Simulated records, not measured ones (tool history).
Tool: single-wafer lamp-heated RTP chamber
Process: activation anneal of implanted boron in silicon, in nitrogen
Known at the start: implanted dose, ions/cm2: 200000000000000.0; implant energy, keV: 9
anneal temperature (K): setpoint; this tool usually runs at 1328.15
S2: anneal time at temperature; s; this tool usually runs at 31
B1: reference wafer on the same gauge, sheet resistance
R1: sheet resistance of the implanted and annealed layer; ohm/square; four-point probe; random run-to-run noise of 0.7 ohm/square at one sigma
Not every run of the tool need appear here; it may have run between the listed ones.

Run 1, day 0.000: usual settings but S2 21 s; B1 479.41. Result: R1 475.99 ohm/square.
Run 2, day 0.254: usual settings; B1 479.58. Result: R1 473.85 ohm/square.
Run 3, day 0.996: usual settings; B1 479.69. Result: R1 476.08 ohm/square.
Run 4, day 1.317: usual settings; B1 479.82. Result: R1 476.27 ohm/square.
Run 5, day 3.517: usual settings; B1 480.91. Result: R1 476.31 ohm/square.
Run 6, day 3.846: usual settings; B1 481.07. Result: R1 475.88 ohm/square.
Run 7, day 4.233: usual settings; B1 481.33. Result: R1 476.91 ohm/square.
Run 8, day 4.621: usual settings but anneal temperature (K) 1346.15; B1 481.63. Result: R1 474.14 ohm/square.
At day 5.088: gauge calibrated.
Run 9, day 5.296: usual settings but anneal temperature (K) 1346.15; B1 474.61. Result: R1 466.03 ohm/square.
Run 10, day 6.004: usual settings but anneal temperature (K) 1316.15; B1 474.94. Result: R1 470.93 ohm/square.
At day 6.762: pyrometer window cleaned and pyrometer calibrated.
Run 11, day 6.783: usual settings but anneal temperature (K) 1319.15; B1 475.41. Result: R1 470.71 ohm/square.
Run 12, day 6.796: usual settings but anneal temperature (K) 1342.15, S2 42 s; B1 475.41. Result: R1 466.28 ohm/square.
Run 13, day 7.108: usual settings but anneal temperature (K) 1300.15, S2 16 s; B1 475.20. Result: R1 476.97 ohm/square.
Run 14, day 7.400: usual settings but anneal temperature (K) 1308.15; B1 475.67. Result: R1 472.56 ohm/square.
Run 15, day 7.838: usual settings; B1 476.19. Result: R1 470.76 ohm/square.
Run 16, day 8.579: usual settings but anneal temperature (K) 1307.15, S2 36 s; B1 475.94. Result: R1 473.26 ohm/square.
At day 9.054: reflector plate cleaned.
Run 17, day 9.138: usual settings but anneal temperature (K) 1352.15, S2 21 s; B1 476.38. Result: R1 470.35 ohm/square.
Run 18, day 9.617: usual settings but anneal temperature (K) 1305.15, S2 18 s; B1 476.43. Result: R1 476.93 ohm/square.
Run 19, day 10.338: usual settings; B1 476.61. Result: R1 472.71 ohm/square.
Run 20, day 12.529: usual settings but anneal temperature (K) 1311.15; B1 478.06. Result: R1 474.28 ohm/square.
Run 21, day 12.871: usual settings but anneal temperature (K) 1352.15, S2 48 s; B1 478.14. Result: R1 465.68 ohm/square.
Run 22, day 13.300: usual settings but anneal temperature (K) 1319.15, S2 45 s; B1 477.98. Result: R1 470.12 ohm/square.

Predict each of these 4 candidate next runs independently; none follows another, all start after run 22:
Run A, day 13.317: usual settings but anneal temperature (K) 1313.15; B1 ?. Result: R1 ?.
Run B, day 13.317: usual settings but S2 42 s; B1 ?. Result: R1 ?.
Run C, day 13.317: usual settings but anneal temperature (K) 1314.15, S2 48 s; B1 ?. Result: R1 ?.
Run D, day 13.317: usual settings but S2 15 s; B1 ?. Result: R1 ?.

run      B1      R1
  A  478.32  476.00
  B  478.32  471.90
  C  478.32  472.84
  D  478.32  478.41
Without the tool's unlogged condition, the same runs would have read:
run      R1
  A  471.79
  B  467.72
  C  468.65
  D  474.17

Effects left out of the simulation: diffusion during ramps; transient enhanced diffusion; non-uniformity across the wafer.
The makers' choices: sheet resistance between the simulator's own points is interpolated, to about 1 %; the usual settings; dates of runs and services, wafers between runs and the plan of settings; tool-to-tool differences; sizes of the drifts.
